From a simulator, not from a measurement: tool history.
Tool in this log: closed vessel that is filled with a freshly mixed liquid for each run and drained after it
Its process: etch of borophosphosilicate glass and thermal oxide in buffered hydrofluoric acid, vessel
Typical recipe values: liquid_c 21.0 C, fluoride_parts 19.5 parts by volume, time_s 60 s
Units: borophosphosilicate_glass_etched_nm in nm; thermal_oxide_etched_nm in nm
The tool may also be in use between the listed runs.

run,hour,liquid_c,fluoride_parts,time_s,wafers since the last listed run,hours since the thermometer was replaced,hours since the hydrofluoric acid flow meter was replaced,hours since the gauge calibration,"read-back film thickness of the borophosphosilicate glass reference wafer, read on the same gauge (nm)","read-back film thickness of the thermal oxide reference wafer, read on the same gauge (nm)",borophosphosilicate_glass_etched_nm,thermal_oxide_etched_nm
1,0.0,19.0,19.5,60,0,600.7,1487.3,74.2,119.99,69.98,28.75,29.28
2,26.2,21.0,19.5,50,3566,626.9,1513.5,100.4,120.00,69.98,26.75,27.36
3,47.1,21.0,19.5,50,2845,647.8,1534.4,121.3,119.99,70.04,26.82,27.17
4,73.7,21.0,19.5,50,3621,674.4,1561.0,147.9,120.01,69.99,26.54,27.16
5,100.9,21.0,19.5,60,3703,701.6,1588.2,175.1,120.06,70.02,31.95,32.53
6,132.3,21.0,19.5,60,4274,733.0,1619.6,206.5,119.98,69.93,32.13,32.65
7,146.3,21.0,19.5,35,1905,747.0,1633.6,220.5,120.02,70.00,18.71,18.89
8,178.0,21.0,19.5,35,4315,778.7,1665.3,252.2,120.02,70.01,18.64,19.04
# hour 197.8: hydrofluoric acid flow meter replaced
9,198.3,24.0,27.0,60,2627,799.0,0.5,272.5,119.99,70.02,30.02,30.77
10,227.7,17.0,13.0,85,4002,828.4,29.9,301.9,119.98,69.94,53.92,55.58
11,262.3,21.0,26.5,60,4710,863.0,64.5,336.5,120.00,69.96,25.78,25.94
12,280.1,19.5,14.5,85,2423,880.8,82.3,354.3,119.98,69.93,55.87,57.85
# hour 292.1: thermometer replaced
# hour 303.0: gauge calibrated
13,356.3,18.0,26.0,30,10237,64.2,158.5,53.3,120.01,69.99,10.98,11.12
14,371.1,21.0,19.5,90,2014,79.0,173.3,68.1,120.03,70.00,48.17,49.18
15,391.1,21.0,19.5,60,2722,99.0,193.3,88.1,120.01,69.97,32.05,32.68
16,411.5,21.0,19.5,60,2777,119.4,213.7,108.5,120.00,70.01,32.03,32.61
17,426.7,21.0,19.5,75,2069,134.6,228.9,123.7,120.01,70.02,40.08,41.13

Forecast each of these 4 alternatives for the next run:
A,427.4,21.0,12.5,60,95,135.3,229.6,124.4,?,?,?,?
B,427.4,23.0,19.5,50,95,135.3,229.6,124.4,?,?,?,?
C,427.4,21.0,19.5,30,95,135.3,229.6,124.4,?,?,?,?
D,427.4,19.0,23.5,60,95,135.3,229.6,124.4,?,?,?,?

run,"read-back film thickness of the borophosphosilicate glass reference wafer, read on the same gauge (nm)","read-back film thickness of the thermal oxide reference wafer, read on the same gauge (nm)",borophosphosilicate_glass_etched_nm,thermal_oxide_etched_nm
A,120.01,70.02,49.50,50.65
B,120.01,70.02,29.66,30.45
C,120.01,70.02,15.95,16.35
D,120.01,70.02,24.89,25.50
Take away the tool's hidden state, keep each run's random variation, and the runs would have read:
run,borophosphosilicate_glass_etched_nm,thermal_oxide_etched_nm
A,49.50,50.65
B,29.66,30.45
C,15.95,16.35
D,24.89,25.50

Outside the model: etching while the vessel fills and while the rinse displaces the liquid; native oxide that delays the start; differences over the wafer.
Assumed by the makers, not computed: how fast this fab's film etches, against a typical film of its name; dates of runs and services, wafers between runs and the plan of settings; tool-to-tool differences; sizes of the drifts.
